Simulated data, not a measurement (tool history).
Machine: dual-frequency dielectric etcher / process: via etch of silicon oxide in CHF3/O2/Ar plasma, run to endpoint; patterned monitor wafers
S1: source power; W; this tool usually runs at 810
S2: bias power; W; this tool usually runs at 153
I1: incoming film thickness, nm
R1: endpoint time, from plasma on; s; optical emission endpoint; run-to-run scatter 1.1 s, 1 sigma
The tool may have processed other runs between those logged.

Run 1, hour 0: usual settings but S1 730 W; I1 750.2. Result: R1 361.3 s.
Run 2, hour 24.3: usual settings but S1 730 W; I1 752.6. Result: R1 362 s.
Run 3, hour 58.4: usual settings but S1 730 W; I1 753.5. Result: R1 360.8 s.
At hour 86.5: wet clean of the chamber.
Run 4, hour 86.8: usual settings but S1 730 W, S2 134 W; I1 750.6. Result: R1 391.8 s.
Run 5, hour 141.3: usual settings; I1 746.2. Result: R1 349.6 s.
Run 6, hour 190.4: usual settings; I1 738.6. Result: R1 346.9 s.
Run 7, hour 230.2: usual settings; I1 752.1. Result: R1 351.7 s.
Run 8, hour 297.2: usual settings; I1 741.6. Result: R1 345.2 s.
Run 9, hour 349.5: usual settings; I1 739.5. Result: R1 343.6 s.
Run 10, hour 409.4: usual settings; I1 742.6. Result: R1 343.2 s.
Run 11, hour 449.4: usual settings but S1 880 W, S2 139 W; I1 745.7. Result: R1 347.5 s.
At hour 562.9: bias power generator calibrated.
At hour 600.1: wet clean of the chamber.
Run 12, hour 622.4: usual settings but S1 660 W, S2 125 W; I1 748.9. Result: R1 421.7 s.
Run 13, hour 668.4: usual settings but S1 720 W, S2 137 W; I1 733.6. Result: R1 380.1 s.
At hour 693.3: upper electrode replaced.
Run 14, hour 713.6: usual settings but S2 179 W; I1 751.1. Result: R1 329.1 s.
At hour 749: source power generator calibrated.
Run 15, hour 750.1: usual settings but S1 990 W, S2 143 W; I1 745.1. Result: R1 327.9 s.
Run 16, hour 789: usual settings but S1 900 W, S2 119 W; I1 745.2. Result: R1 371.9 s.
Run 17, hour 826: usual settings; I1 748.9. Result: R1 349.6 s.
Run 18, hour 888: usual settings; I1 742.6. Result: R1 347.1 s.
Run 19, hour 923.2: usual settings but S1 920 W, S2 172 W; I1 747. Result: R1 313.4 s.
Run 20, hour 953.2: usual settings; I1 742.1. Result: R1 342.9 s.

Here are 4 independent what-if runs from the current tool condition. What would each one return?
Run A, hour 953.7: usual settings but S1 870 W; I1 748.4. Result: R1 ?.
Run B, hour 953.7: usual settings but S1 930 W, S2 180 W; I1 748.4. Result: R1 ?.
Run C, hour 953.7: usual settings but S1 650 W, S2 182 W; I1 748.4. Result: R1 ?.
Run D, hour 953.7: usual settings but S1 720 W, S2 127 W; I1 748.4. Result: R1 ?.

run     R1
  A  334.8
  B  303.6
  C  353.7
  D    395
With the hidden condition removed and each run's random variation left untouched, the same runs would have given:
run     R1
  A  339.4
  B  307.7
  C  358.5
  D  400.3

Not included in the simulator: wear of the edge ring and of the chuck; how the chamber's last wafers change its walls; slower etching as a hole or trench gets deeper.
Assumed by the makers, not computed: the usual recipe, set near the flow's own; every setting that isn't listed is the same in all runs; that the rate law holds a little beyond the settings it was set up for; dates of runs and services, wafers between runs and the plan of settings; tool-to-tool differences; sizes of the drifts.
